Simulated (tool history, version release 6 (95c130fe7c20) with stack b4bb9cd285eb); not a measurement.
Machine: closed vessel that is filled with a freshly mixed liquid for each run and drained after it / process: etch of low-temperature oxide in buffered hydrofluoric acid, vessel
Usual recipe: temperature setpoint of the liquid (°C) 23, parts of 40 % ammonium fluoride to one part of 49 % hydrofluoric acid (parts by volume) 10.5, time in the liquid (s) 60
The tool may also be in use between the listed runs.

run   hour  temperature setpoint of the liquid (°C)  parts of 40 % ammonium fluoride to one part of 49 % hydrofluoric acid (parts by volume)  time in the liquid (s)  read-back film thickness of the low-temperature oxide reference wafer, read on the same gauge (nm)  thickness taken off the low-temperature oxide on a monitor wafer (nm)
  1      0                                       23                                                                                     10.5                      60                                                                                              129.98                                                                 157.06
  2    9.5                                       23                                                                                     10.5                      60                                                                                              129.97                                                                 157.12
  3   22.3                                       23                                                                                     10.5                      60                                                                                              130.02                                                                 157.38
  4   33.3                                       23                                                                                     10.5                      60                                                                                                 130                                                                 156.76
  5   47.1                                       23                                                                                     10.5                      60                                                                                                 130                                                                  156.3
  6   59.2                                       23                                                                                      7.5                      60                                                                                              130.01                                                                 221.02
  7     77                                       23                                                                                      7.5                      60                                                                                              130.04                                                                 220.03
  8   88.2                                       23                                                                                     10.5                      85                                                                                              130.02                                                                 224.31
  9  100.2                                       23                                                                                     10.5                      85                                                                                              130.02                                                                 225.17
 10  112.3                                     25.5                                                                                     10.5                      60                                                                                                 130                                                                 182.22
 11  128.5                                     25.5                                                                                     10.5                      60                                                                                              129.97                                                                  181.2
 12    143                                       23                                                                                        9                      60                                                                                              130.02                                                                 183.86
 13  159.3                                       23                                                                                        9                      60                                                                                              129.98                                                                 166.43
 14  166.4                                       19                                                                                     10.5                      30                                                                                              130.05                                                                  59.52
 15  174.3                                     26.5                                                                                        9                      35                                                                                              129.99                                                                 117.82
 16  186.4                                       23                                                                                     10.5                      60                                                                                              130.01                                                                 147.78
 17  194.7                                     27.5                                                                                     12.5                      30                                                                                                 130                                                                  80.31
 18  229.3                                     26.5                                                                                        7                      85                                                                                              129.98                                                                 378.48
 19  241.2                                       23                                                                                     10.5                      60                                                                                              130.01                                                                 152.06
 20  256.3                                       19                                                                                     10.5                      60                                                                                              130.01                                                                 121.67
 21  269.1                                     18.5                                                                                      6.5                      50                                                                                                 130                                                                 154.75
 22  279.1                                       23                                                                                     10.5                      60                                                                                                 130                                                                 151.22
 23  288.9                                     25.5                                                                                        9                      30                                                                                                 130                                                                  97.65
 24    301                                       26                                                                                       12                      60                                                                                              129.97                                                                 158.73
 25  315.5                                       23                                                                                     10.5                      35                                                                                              130.01                                                                  89.16
 26  323.6                                       28                                                                                       12                      50                                                                                              129.98                                                                 147.38

Put back what was entered between runs (3 entries, withheld): which listed runs does each sit between, and how does the hidden state differ from the listed run before to the listed run after?
Between runs 12 and 13: hydrofluoric acid flow meter replaced (hour 154.4)
  hydrofluoric acid flow above the setpoint (%): 12.7 -> 2.08
  the result without the hidden state subtracted from the measured one, thickness taken off the low-temperature oxide on a monitor wafer (nm): +22.32 -> +3.67
Between runs 16 and 17: thermometer replaced (hour 193.6)
  hydrofluoric acid flow above the setpoint (%): 2.65 -> 2.83
  the result without the hidden state subtracted from the measured one, thickness taken off the low-temperature oxide on a monitor wafer (nm): +3.71 -> +2.16
Between runs 17 and 18: gauge calibrated (hour 222.7)
  hydrofluoric acid flow above the setpoint (%): 2.83 -> 3.56
  the result without the hidden state subtracted from the measured one, thickness taken off the low-temperature oxide on a monitor wafer (nm): +2.16 -> +11.33
